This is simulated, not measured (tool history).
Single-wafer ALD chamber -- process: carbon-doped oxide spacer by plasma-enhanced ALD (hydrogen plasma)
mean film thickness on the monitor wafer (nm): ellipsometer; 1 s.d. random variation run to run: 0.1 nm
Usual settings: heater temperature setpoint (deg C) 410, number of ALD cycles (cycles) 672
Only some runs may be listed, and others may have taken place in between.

run,day,heater temperature setpoint (deg C),number of ALD cycles (cycles),"read-back reference wafer on the same gauge, thickness_nm",mean film thickness on the monitor wafer (nm)
1,0,410,672,35.214,33.66
2,3.662,410,672,35.196,33.607
3,5.888,420,672,35.248,32.291
4,9.038,420,672,35.195,32.317
5,13.142,410,726,35.195,36.364
6,17.208,410,726,35.216,36.297
7,20.304,410,672,35.197,33.602
8,23.562,410,672,35.161,33.831
9,25.488,410,724,35.184,36.248
10,28.075,410,724,35.159,36.204
11,31.504,401,613,35.132,31.408
# day 38.329: thermocouple changed; heater temperature recalibrated
12,40.446,401,613,35.216,30.608
13,42.329,410,672,35.187,32.289
14,45.588,410,672,35.249,32.244
15,47.512,410,566,35.214,27.329
# day 47.558: gauge calibrated
16,50.6,398,607,35.211,30.681
# day 51.367: thermocouple changed; heater temperature recalibrated, repeated, since the last time left the tool worse
17,52.588,420,555,35.188,26.505
18,55.917,418,576,35.209,27.775
19,58.471,402,618,35.245,31.345
20,61.946,405,718,35.251,36.304
21,64.392,418,576,35.176,27.696
22,66.617,410,672,35.169,33.359
23,68.854,421,598,35.199,28.422
24,70.954,417,798,35.197,38.411
25,83.642,410,724,35.186,36.055

Alternative continuations, all from the tool just after run 25; predict every row:
A,83.7,410,776,?,?
B,83.7,397,622,?,?
C,83.7,406,782,?,?

run,"read-back reference wafer on the same gauge, thickness_nm",mean film thickness on the monitor wafer (nm)
A,35.233,38.39
B,35.233,31.675
C,35.233,39.232
With no hidden state in the tool, these same runs would have given:
run,mean film thickness on the monitor wafer (nm)
A,38.332
B,31.675
C,39.174
